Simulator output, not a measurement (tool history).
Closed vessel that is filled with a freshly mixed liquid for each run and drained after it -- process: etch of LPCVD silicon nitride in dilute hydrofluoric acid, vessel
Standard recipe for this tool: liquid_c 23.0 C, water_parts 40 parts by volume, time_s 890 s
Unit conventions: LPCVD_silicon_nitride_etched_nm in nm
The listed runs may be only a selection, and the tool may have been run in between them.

run,hour,liquid_c,water_parts,time_s,wafers since the last listed run,hours since the thermometer was replaced,hours since the hydrofluoric acid flow meter was replaced,hours since the gauge calibration,"read-back film thickness of the LPCVD silicon nitride reference wafer, read on the same gauge (nm)",LPCVD_silicon_nitride_etched_nm
1,0.0,23.0,40,890,0,834.9,1946.8,129.5,80.00,11.71
2,17.8,23.0,40,890,1447,852.7,1964.6,147.3,79.99,11.75
3,28.1,21.5,40,890,837,863.0,1974.9,157.6,80.01,10.63
4,39.1,23.0,40,890,894,874.0,1985.9,168.6,80.00,11.82
5,51.8,23.0,40,890,1032,886.7,1998.6,181.3,80.00,11.94
6,64.5,23.0,40,1185,1032,899.4,2011.3,194.0,79.98,15.71
7,73.6,23.0,40,1185,740,908.5,2020.4,203.1,80.02,15.80
8,84.1,23.0,40,1185,853,919.0,2030.9,213.6,79.98,15.96
9,100.8,23.0,40,890,1358,935.7,2047.6,230.3,80.02,12.05
10,133.5,23.0,40,890,2659,968.4,2080.3,263.0,80.00,12.03
# hour 137.9: thermometer replaced
11,141.2,23.0,40,890,544,3.3,2088.0,270.7,80.01,10.20
# hour 142.1: gauge calibrated
12,156.8,24.5,50,890,1268,18.9,2103.6,14.7,79.98,9.13
13,207.4,24.5,40,1170,4115,69.5,2154.2,65.3,80.02,15.03
# hour 211.2: hydrofluoric acid flow meter replaced
14,220.1,23.0,40,890,951,82.2,8.9,78.0,80.01,10.26
15,237.2,23.0,25,1325,1390,99.3,26.0,95.1,80.00,24.10
16,254.6,23.0,40,890,1415,116.7,43.4,112.5,79.99,10.37
17,285.4,23.0,40,1065,2504,147.5,74.2,143.3,79.98,12.45
18,298.4,27.0,55,890,1057,160.5,87.2,156.3,80.00,9.90
19,316.4,23.0,60,705,1463,178.5,105.2,174.3,80.00,5.58
20,325.8,23.0,40,890,764,187.9,114.6,183.7,80.01,10.46
21,342.5,23.0,40,1360,1358,204.6,131.3,200.4,79.98,15.94
22,353.7,26.0,20,510,910,215.8,142.5,211.6,80.00,14.42
23,370.6,23.0,40,505,1374,232.7,159.4,228.5,80.00,6.01
# hour 377.7: gauge calibrated
24,380.3,27.5,40,1315,788,242.4,169.1,2.6,80.01,21.05

Predict each of these 3 candidate next runs independently; none follows another, all start after run 24:
A,381.2,23.0,40,420,73,243.3,170.0,3.5,?,?
B,381.2,19.0,40,625,73,243.3,170.0,3.5,?,?
C,381.2,24.5,30,890,73,243.3,170.0,3.5,?,?

run,"read-back film thickness of the LPCVD silicon nitride reference wafer, read on the same gauge (nm)",LPCVD_silicon_nitride_etched_nm
A,80.02,4.99
B,80.02,5.63
C,80.02,15.46
Without the tool's unlogged condition, the same runs would have read:
run,LPCVD_silicon_nitride_etched_nm
A,4.74
B,5.34
C,14.70
